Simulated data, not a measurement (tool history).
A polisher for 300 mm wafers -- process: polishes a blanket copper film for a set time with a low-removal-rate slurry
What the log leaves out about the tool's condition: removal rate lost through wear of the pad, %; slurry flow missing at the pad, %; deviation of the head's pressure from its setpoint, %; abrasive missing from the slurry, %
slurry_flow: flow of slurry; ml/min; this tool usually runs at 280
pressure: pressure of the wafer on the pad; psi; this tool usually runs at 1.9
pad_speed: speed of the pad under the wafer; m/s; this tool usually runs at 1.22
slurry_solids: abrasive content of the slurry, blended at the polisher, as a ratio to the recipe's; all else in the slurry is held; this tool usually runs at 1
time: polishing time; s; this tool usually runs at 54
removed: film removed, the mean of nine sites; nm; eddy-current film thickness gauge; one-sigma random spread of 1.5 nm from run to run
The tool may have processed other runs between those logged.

run	hour	slurry_flow	pressure	pad_speed	slurry_solids	time	wafers since the last listed run	wafers polished on this pad	hours since the slurry nozzle was cleaned	hours since the head pressure was calibrated	hours since the slurry blender was calibrated	incoming thickness of the incoming film, nm	removed
1	0	255	1.9	1.22	1	43	0	2897	78.7	17.6	230.3	1187.2	111.8
# hour 202.7: slurry blender recalibrated
# hour 211.8: worn pad replaced by a new one
2	296.1	280	1.9	1.22	1	54	3166	920	374.8	313.7	93.4	1185.1	141
# hour 351.8: slurry nozzle cleaned
3	353.1	280	1.9	1.22	1	54	611	1531	1.3	370.7	150.4	1173.5	139.1
4	417.8	280	1.6	1.22	1	54	706	2238	66	435.4	215.1	1189.7	116.7
5	521.3	280	1.6	1.22	1	54	1129	3367	169.5	538.9	318.6	1179.1	122.1
# hour 615.4: slurry blender recalibrated
6	615.9	280	1.6	1.22	1	54	1010	4378	264.1	633.5	0.5	1189.1	119.8
7	675.3	280	2.3	0.92	1	54	648	5027	323.5	692.9	59.9	1166	129
# hour 686.6: worn pad replaced by a new one
# hour 697.8: head pressure recalibrated
8	736.1	280	2.3	0.92	1	54	598	518	384.3	38.3	120.7	1191.2	129.9
9	785.6	280	2.3	0.92	1	54	540	1058	433.8	87.8	170.2	1186.3	127.6
# hour 849: slurry nozzle cleaned
10	851.2	280	1.9	1.22	1	65	705	1763	2.2	153.4	235.8	1191.1	168.7
11	951.7	280	1.9	1.22	1	54	1097	2860	102.7	253.9	336.3	1186.4	140.9
12	1048.2	280	1.9	1.22	1	54	1053	3914	199.2	350.4	432.8	1178.2	142.7
# hour 1098.1: slurry blender recalibrated
13	1137	280	1.9	1.22	1	54	947	4861	288	439.2	38.9	1184.4	140.7
# hour 1214: worn pad replaced by a new one
14	1222.8	280	1.9	1.22	1	54	892	96	373.8	525	124.7	1193.1	141.7
# hour 1241.9: slurry nozzle cleaned
15	1289.7	320	1.9	1.12	1	54	719	815	47.8	591.9	191.6	1172.9	132
16	1349.4	280	1.9	1.22	1	54	651	1467	107.5	651.6	251.3	1183.1	142.3
17	1428.5	340	2.4	1.22	0.8	54	863	2330	186.6	730.7	330.4	1187.4	173.9
18	1491.7	280	1.9	1.22	1	54	689	3020	249.8	793.9	393.6	1174.4	141.6
# hour 1513.6: head pressure recalibrated
19	1543.3	280	1.9	1.22	1.1	44	541	3562	301.4	29.7	445.2	1203.8	119.2
# hour 1576.5: slurry blender recalibrated
20	1604.5	280	1.9	1.22	1	54	646	4208	362.6	90.9	28	1193.8	143.3
# hour 1657.6: slurry nozzle cleaned
21	1686	350	1.9	1.22	1	54	878	5087	28.4	172.4	109.5	1199.2	144.3
# hour 1703: worn pad replaced by a new one
22	1791.9	280	2.4	1.56	1	42	1112	970	134.3	278.3	215.4	1203.6	177.9
23	1856.3	280	1.5	1.44	1.1	40	703	1673	198.7	342.7	279.8	1169.7	101.8
24	1919.5	185	1.3	1.22	1	54	689	2363	261.9	405.9	343	1181	95.4
25	2001.2	235	1.9	1.22	1	54	891	3255	343.6	487.6	424.7	1188.9	141.6
# hour 2029.7: slurry blender recalibrated
26	2040.8	280	1.9	1.22	1	54	410	3665	383.2	527.2	11.1	1201.1	142.2
27	2087.4	280	1.4	1.22	1	54	508	4174	429.8	573.8	57.7	1195.7	107.4
# hour 2095.9: worn pad replaced by a new one
# hour 2127: slurry nozzle cleaned
28	2135.3	280	1.5	1.52	0.85	71	468	418	8.3	621.7	105.6	1204.8	175.7
29	2243.2	280	1.9	1.22	1	54	1177	1596	116.2	729.6	213.5	1185.1	141.1
# hour 2302.4: head pressure recalibrated
30	2302.9	280	1.9	1.22	1	54	629	2226	175.9	0.5	273.2	1175.1	140.5

Hidden state, per run?
removal rate lost through wear of the pad, %: 0 at every run
slurry flow missing at the pad, %: 0 at every run
deviation of the head's pressure from its setpoint, %: 0 at every run
abrasive missing from the slurry, %: 0 at every run
